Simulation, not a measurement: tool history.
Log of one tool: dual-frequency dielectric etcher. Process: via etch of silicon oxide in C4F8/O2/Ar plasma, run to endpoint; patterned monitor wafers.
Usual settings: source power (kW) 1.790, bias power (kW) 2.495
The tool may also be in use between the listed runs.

run    hour  source power (kW)  bias power (kW)  wafers since the last listed run  hours since the last wet clean  hours since the last source power generator calibration  hours since the last bias power generator calibration  hours since the last upper electrode change  incoming incoming film thickness, nm  endpoint time (s)
  1     0.0              1.790            2.156                                 0                            68.7                                                   1322.0                                                 1126.5                                       3118.7                                1192.8              224.0
  2    25.3              1.790            2.156                               111                            94.0                                                   1347.3                                                 1151.8                                       3144.0                                1200.7              226.0
  3    95.1              1.790            2.156                               308                           163.8                                                   1417.1                                                 1221.6                                       3213.8                                1184.6              217.7
  4   137.2              1.790            2.495                               186                           205.9                                                   1459.2                                                 1263.7                                       3255.9                                1199.1              215.0
  5   200.2              1.790            2.495                               278                           268.9                                                   1522.2                                                 1326.7                                       3318.9                                1176.1              212.2
  6   248.1              1.790            2.495                               211                           316.8                                                   1570.1                                                 1374.6                                       3366.8                                1187.4              210.2
  7   310.5              2.060            2.495                               275                           379.2                                                   1632.5                                                 1437.0                                       3429.2                                1186.7              201.1
  8   340.7              2.060            2.495                               133                           409.4                                                   1662.7                                                 1467.2                                       3459.4                                1194.9              203.2
  9   375.1              1.790            2.495                               152                           443.8                                                   1697.1                                                 1501.6                                       3493.8                                1182.8              208.5
 10   444.2              1.790            2.141                               305                           512.9                                                   1766.2                                                 1570.7                                       3562.9                                1173.8              213.8
      486.3  -- wet clean of the chamber
 11   514.9              1.790            2.141                               206                            28.6                                                   1836.9                                                 1641.4                                       3633.6                                1193.1              209.8
 12   556.6              1.790            2.141                               184                            70.3                                                   1878.6                                                 1683.1                                       3675.3                                1195.2              211.1
 13   593.2              1.790            2.495                               161                           106.9                                                   1915.2                                                 1719.7                                       3711.9                                1192.3              207.0
      641.0  -- bias power generator calibrated
 14   659.6              1.790            2.495                               275                           173.3                                                   1981.6                                                   18.6                                       3778.3                                1200.4              203.1
 15   692.4              1.790            2.495                               144                           206.1                                                   2014.4                                                   51.4                                       3811.1                                1186.1              204.6
      720.0  -- upper electrode replaced
 16   721.9              1.790            2.156                                24                           235.6                                                   2043.9                                                   80.9                                          1.9                                1192.7              214.5
      803.5  -- wet clean of the chamber, repeated, since the last time left the tool worse
 17   806.1              1.930            1.966                               266                             2.6                                                   2128.1                                                  165.1                                         86.1                                1175.3              221.6
 18   860.8              1.640            2.107                               241                            57.3                                                   2182.8                                                  219.8                                        140.8                                1198.6              233.1
 19   892.1              1.790            2.495                               138                            88.6                                                   2214.1                                                  251.1                                        172.1                                1182.8              213.6
 20   924.8              1.390            2.495                               144                           121.3                                                   2246.8                                                  283.8                                        204.8                                1184.8              228.0
 21   967.9              1.650            2.970                               190                           164.4                                                   2289.9                                                  326.9                                        247.9                                1201.2              213.7
 22  1017.7              1.660            2.273                               220                           214.2                                                   2339.7                                                  376.7                                        297.7                                1192.1              224.8
 23  1058.7              1.790            3.060                               181                           255.2                                                   2380.7                                                  417.7                                        338.7                                1197.4              203.5
     1073.6  -- source power generator calibrated
 24  1128.0              1.790            3.076                               288                           324.5                                                     54.4                                                  487.0                                        408.0                                1192.8              203.1
     1246.4  -- wet clean of the chamber
 25  1295.0              2.020            1.981                               632                            48.6                                                    221.4                                                  654.0                                        575.0                                1198.6              221.6
 26  1338.9              1.560            2.495                               194                            92.5                                                    265.3                                                  697.9                                        618.9                                1189.6              225.2
 27  1383.5              2.020            2.001                               197                           137.1                                                    309.9                                                  742.5                                        663.5                                1175.9              214.6
 28  1431.9              1.560            2.495                               213                           185.5                                                    358.3                                                  790.9                                        711.9                                1197.7              224.5
 29  1502.1              1.790            2.657                               310                           255.7                                                    428.5                                                  861.1                                        782.1                                1213.9              212.5

Hidden state or all else? Some run-to-run changes of endpoint time (s), split into what the settings, what came in and random variation would give without the hidden state, and what is left for the hidden state (with any gauge scatter that isn't in both results):
The hidden state here: etch rate over this chamber's usual, %; source power that arrives over what is set, %; bias power that arrives over what is set, %.
Run 10 -> 11: wet clean of the chamber. endpoint time (s) -4.0: hidden state -4.5, all else +0.5.
Run 16 -> 17: source power (kW) 1.790 -> 1.930, bias power (kW) 2.156 -> 1.966, wet clean of the chamber, repeated, since the last time left the tool worse. endpoint time (s) +7.1: hidden state +14.4, all else -7.3.
Run 18 -> 19: source power (kW) 1.640 -> 1.790, bias power (kW) 2.107 -> 2.495. endpoint time (s) -19.5: hidden state -0.3, all else -19.2.
Run 22 -> 23: source power (kW) 1.660 -> 1.790, bias power (kW) 2.273 -> 3.060. endpoint time (s) -21.3: hidden state -0.3, all else -21.0.
